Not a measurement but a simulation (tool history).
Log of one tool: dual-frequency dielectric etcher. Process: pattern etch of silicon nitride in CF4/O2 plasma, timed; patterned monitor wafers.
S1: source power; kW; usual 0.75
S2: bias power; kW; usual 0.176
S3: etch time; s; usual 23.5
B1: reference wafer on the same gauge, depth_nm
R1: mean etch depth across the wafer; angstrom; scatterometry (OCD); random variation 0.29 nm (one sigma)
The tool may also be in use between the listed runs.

| run | day | S1 | S2 | S3 | B1 | R1 |
|---|---|---|---|---|---|---|
| 1 | 0 | 0.8 | 0.176 | 28 | 77.7 | 939 |
| 2 | 1.812 | 0.8 | 0.176 | 28 | 77.8 | 942 |
| 3 | 4.475 | 0.8 | 0.176 | 28 | 77.8 | 939 |
| 4 | 6.496 | 0.75 | 0.176 | 22 | 77.9 | 694 |
| 5 | 9.158 | 0.75 | 0.176 | 22 | 77.8 | 686 |
|  | 10.188 | wet clean of the chamber |
| 6 | 10.742 | 0.7 | 0.176 | 23.5 | 77.8 | 682 |
| 7 | 13.062 | 0.7 | 0.176 | 23.5 | 77.8 | 681 |
| 8 | 14.862 | 0.75 | 0.176 | 23.5 | 77.7 | 741 |
| 9 | 17.833 | 0.75 | 0.176 | 23.5 | 77.9 | 739 |
|  | 19.55 | gauge calibrated |
| 10 | 19.633 | 0.9 | 0.176 | 18 | 77.6 | 679 |
| 11 | 22.175 | 0.9 | 0.176 | 18 | 77.7 | 684 |
|  | 22.754 | source power generator calibrated |
| 12 | 23.371 | 0.75 | 0.176 | 23.5 | 77.8 | 738 |
| 13 | 25.162 | 0.85 | 0.148 | 17 | 77.7 | 569 |
| 14 | 26.704 | 0.75 | 0.176 | 23.5 | 77.8 | 740 |
|  | 27.808 | wet clean of the chamber |
|  | 28.608 | bias power generator calibrated |
| 15 | 29.604 | 0.87 | 0.176 | 23.5 | 77.7 | 865 |
| 16 | 31.8 | 0.62 | 0.176 | 23.5 | 77.7 | 595 |
| 17 | 33.812 | 0.75 | 0.176 | 19.5 | 77.8 | 607 |
|  | 35.512 | upper electrode replaced |
| 18 | 36.154 | 0.75 | 0.215 | 23.5 | 77.8 | 796 |
| 19 | 38.767 | 0.69 | 0.207 | 21.5 | 77.8 | 655 |
| 20 | 41.317 | 0.85 | 0.176 | 23.5 | 78 | 835 |
| 21 | 43.492 | 0.88 | 0.176 | 23.5 | 77.8 | 871 |
| 22 | 44.838 | 0.75 | 0.176 | 23.5 | 77.7 | 740 |
|  | 46.954 | wet clean of the chamber |
| 23 | 46.975 | 0.59 | 0.176 | 23.5 | 77.8 | 566 |

Forecast each of these 5 alternatives for the next run:
| A | 46.992 | 0.75 | 0.176 | 23.5 | ? | ? |
| B | 46.992 | 0.75 | 0.133 | 18 | ? | ? |
| C | 46.992 | 0.75 | 0.219 | 23.5 | ? | ? |
| D | 46.992 | 0.93 | 0.206 | 28.5 | ? | ? |
| E | 46.992 | 0.75 | 0.197 | 16.5 | ? | ? |

| run | B1 | R1 |
|---|---|---|
| A | 77.8 | 739 |
| B | 77.8 | 508 |
| C | 77.8 | 806 |
| D | 77.8 | 1189 |
| E | 77.8 | 542 |
Without the tool's hidden state the same runs would have given:
| run | R1 |
|---|---|
| A | 739 |
| B | 508 |
| C | 806 |
| D | 1189 |
| E | 542 |

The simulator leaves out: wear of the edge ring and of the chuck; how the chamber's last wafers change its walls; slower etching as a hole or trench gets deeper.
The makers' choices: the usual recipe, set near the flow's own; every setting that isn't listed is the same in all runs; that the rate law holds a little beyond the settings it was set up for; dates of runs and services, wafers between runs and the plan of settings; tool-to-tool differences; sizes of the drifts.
